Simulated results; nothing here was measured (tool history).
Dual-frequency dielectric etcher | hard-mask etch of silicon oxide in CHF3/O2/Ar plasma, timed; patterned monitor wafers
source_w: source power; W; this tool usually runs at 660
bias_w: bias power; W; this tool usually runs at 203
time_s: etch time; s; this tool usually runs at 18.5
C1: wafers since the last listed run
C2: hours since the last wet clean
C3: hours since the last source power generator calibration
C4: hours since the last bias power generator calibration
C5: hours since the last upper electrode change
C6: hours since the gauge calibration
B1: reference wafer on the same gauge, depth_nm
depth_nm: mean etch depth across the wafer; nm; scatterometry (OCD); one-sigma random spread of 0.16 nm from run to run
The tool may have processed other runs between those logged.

run 1 hour=0.0 | source_w=660 bias_w=164 time_s=18.5 | C1=0 C2=154.3 C3=1436.6 C4=4077.8 C5=2784.0 C6=178.7 | B1=33.46 | depth_nm=35.16
run 2 hour=86.9 | source_w=660 bias_w=164 time_s=18.5 | C1=2149 C2=241.2 C3=1523.5 C4=4164.7 C5=2870.9 C6=265.6 | B1=33.39 | depth_nm=35.42
run 3 hour=99.7 | source_w=660 bias_w=203 time_s=18.5 | C1=316 C2=254.0 C3=1536.3 C4=4177.5 C5=2883.7 C6=278.4 | B1=33.40 | depth_nm=37.85
run 4 hour=121.7 | source_w=660 bias_w=203 time_s=18.5 | C1=544 C2=276.0 C3=1558.3 C4=4199.5 C5=2905.7 C6=300.4 | B1=33.41 | depth_nm=37.79
run 5 hour=152.2 | source_w=660 bias_w=203 time_s=18.5 | C1=754 C2=306.5 C3=1588.8 C4=4230.0 C5=2936.2 C6=330.9 | B1=33.41 | depth_nm=37.90
run 6 hour=169.8 | source_w=660 bias_w=203 time_s=18.5 | C1=435 C2=324.1 C3=1606.4 C4=4247.6 C5=2953.8 C6=348.5 | B1=33.34 | depth_nm=37.89
run 7 hour=184.7 | source_w=660 bias_w=203 time_s=18.5 | C1=368 C2=339.0 C3=1621.3 C4=4262.5 C5=2968.7 C6=363.4 | B1=33.39 | depth_nm=37.70
run 8 hour=199.1 | source_w=750 bias_w=203 time_s=21.0 | C1=356 C2=353.4 C3=1635.7 C4=4276.9 C5=2983.1 C6=377.8 | B1=33.48 | depth_nm=45.30
-- hour=233.8 source power generator calibrated
run 9 hour=261.5 | source_w=750 bias_w=203 time_s=21.0 | C1=1444 C2=415.8 C3=27.7 C4=4339.3 C5=3045.5 C6=440.2 | B1=33.32 | depth_nm=45.50
run 10 hour=280.6 | source_w=760 bias_w=244 time_s=18.5 | C1=472 C2=434.9 C3=46.8 C4=4358.4 C5=3064.6 C6=459.3 | B1=33.41 | depth_nm=42.30
run 11 hour=303.1 | source_w=600 bias_w=203 time_s=18.5 | C1=556 C2=457.4 C3=69.3 C4=4380.9 C5=3087.1 C6=481.8 | B1=33.37 | depth_nm=36.70
-- hour=368.0 upper electrode replaced, of another model than before
run 12 hour=371.9 | source_w=660 bias_w=203 time_s=20.5 | C1=1108 C2=526.2 C3=138.1 C4=4449.7 C5=3.9 C6=550.6 | B1=33.36 | depth_nm=42.24
-- hour=379.1 gauge calibrated
-- hour=420.8 wet clean of the chamber
run 13 hour=421.3 | source_w=660 bias_w=203 time_s=20.5 | C1=628 C2=0.5 C3=187.5 C4=4499.1 C5=53.3 C6=42.2 | B1=33.40 | depth_nm=41.58
run 14 hour=421.6 | source_w=600 bias_w=243 time_s=22.0 | C1=7 C2=0.8 C3=187.8 C4=4499.4 C5=53.6 C6=42.5 | B1=33.37 | depth_nm=43.50
run 15 hour=450.3 | source_w=600 bias_w=243 time_s=22.0 | C1=709 C2=29.5 C3=216.5 C4=4528.1 C5=82.3 C6=71.2 | B1=33.42 | depth_nm=43.19
run 16 hour=478.9 | source_w=520 bias_w=218 time_s=18.5 | C1=707 C2=58.1 C3=245.1 C4=4556.7 C5=110.9 C6=99.8 | B1=33.39 | depth_nm=32.92
run 17 hour=494.3 | source_w=660 bias_w=176 time_s=13.5 | C1=380 C2=73.5 C3=260.5 C4=4572.1 C5=126.3 C6=115.2 | B1=33.35 | depth_nm=27.04
run 18 hour=526.8 | source_w=660 bias_w=164 time_s=18.5 | C1=803 C2=106.0 C3=293.0 C4=4604.6 C5=158.8 C6=147.7 | B1=33.45 | depth_nm=36.51
run 19 hour=548.9 | source_w=810 bias_w=203 time_s=18.5 | C1=546 C2=128.1 C3=315.1 C4=4626.7 C5=180.9 C6=169.8 | B1=33.37 | depth_nm=41.58
-- hour=571.0 bias power generator calibrated
run 20 hour=571.5 | source_w=660 bias_w=162 time_s=15.5 | C1=460 C2=150.7 C3=337.7 C4=0.5 C5=203.5 C6=192.4 | B1=33.41 | depth_nm=30.58
run 21 hour=581.5 | source_w=660 bias_w=203 time_s=18.5 | C1=247 C2=160.7 C3=347.7 C4=10.5 C5=213.5 C6=202.4 | B1=33.37 | depth_nm=37.69
run 22 hour=616.7 | source_w=820 bias_w=185 time_s=15.5 | C1=870 C2=195.9 C3=382.9 C4=45.7 C5=248.7 C6=237.6 | B1=33.39 | depth_nm=34.75
run 23 hour=632.8 | source_w=660 bias_w=158 time_s=18.5 | C1=398 C2=212.0 C3=399.0 C4=61.8 C5=264.8 C6=253.7 | B1=33.39 | depth_nm=36.30
run 24 hour=647.5 | source_w=660 bias_w=203 time_s=18.5 | C1=363 C2=226.7 C3=413.7 C4=76.5 C5=279.5 C6=268.4 | B1=33.44 | depth_nm=37.50
run 25 hour=681.0 | source_w=500 bias_w=203 time_s=18.5 | C1=828 C2=260.2 C3=447.2 C4=110.0 C5=313.0 C6=301.9 | B1=33.36 | depth_nm=32.21
run 26 hour=698.4 | source_w=580 bias_w=203 time_s=18.5 | C1=430 C2=277.6 C3=464.6 C4=127.4 C5=330.4 C6=319.3 | B1=33.42 | depth_nm=35.01
run 27 hour=725.1 | source_w=560 bias_w=178 time_s=16.5 | C1=660 C2=304.3 C3=491.3 C4=154.1 C5=357.1 C6=346.0 | B1=33.44 | depth_nm=30.17
run 28 hour=740.7 | source_w=660 bias_w=182 time_s=18.5 | C1=385 C2=319.9 C3=506.9 C4=169.7 C5=372.7 C6=361.6 | B1=33.40 | depth_nm=37.50
run 29 hour=769.2 | source_w=660 bias_w=203 time_s=18.5 | C1=705 C2=348.4 C3=535.4 C4=198.2 C5=401.2 C6=390.1 | B1=33.42 | depth_nm=38.09
run 30 hour=789.6 | source_w=660 bias_w=189 time_s=18.5 | C1=504 C2=368.8 C3=555.8 C4=218.6 C5=421.6 C6=410.5 | B1=33.34 | depth_nm=37.68

Across each entry between runs, compare the hidden state at the last listed run before it with the hidden state at the first listed run after it:
Runs 8 to 9: source power generator calibrated (hour 233.8)
  etch rate over this chamber's usual, %: 1.96 -> 2.3
  what was measured, less what the result would be without the hidden state, depth_nm: +0.87 -> +1.02 nm
Runs 11 to 12: upper electrode replaced, of another model than before (hour 368.0)
  etch rate over this chamber's usual, %: 2.53 -> 2.9
  what was measured, less what the result would be without the hidden state, depth_nm: +0.90 -> +1.19 nm
Runs 12 to 13: gauge calibrated (hour 379.1); wet clean of the chamber (hour 420.8)
  etch rate over this chamber's usual, %: 2.9 -> 0.604
  what was measured, less what the result would be without the hidden state, depth_nm: +1.19 -> +0.25 nm
Runs 19 to 20: bias power generator calibrated (hour 571.0)
  etch rate over this chamber's usual, %: 1.3 -> 1.43
  what was measured, less what the result would be without the hidden state, depth_nm: +0.53 -> +0.43 nm
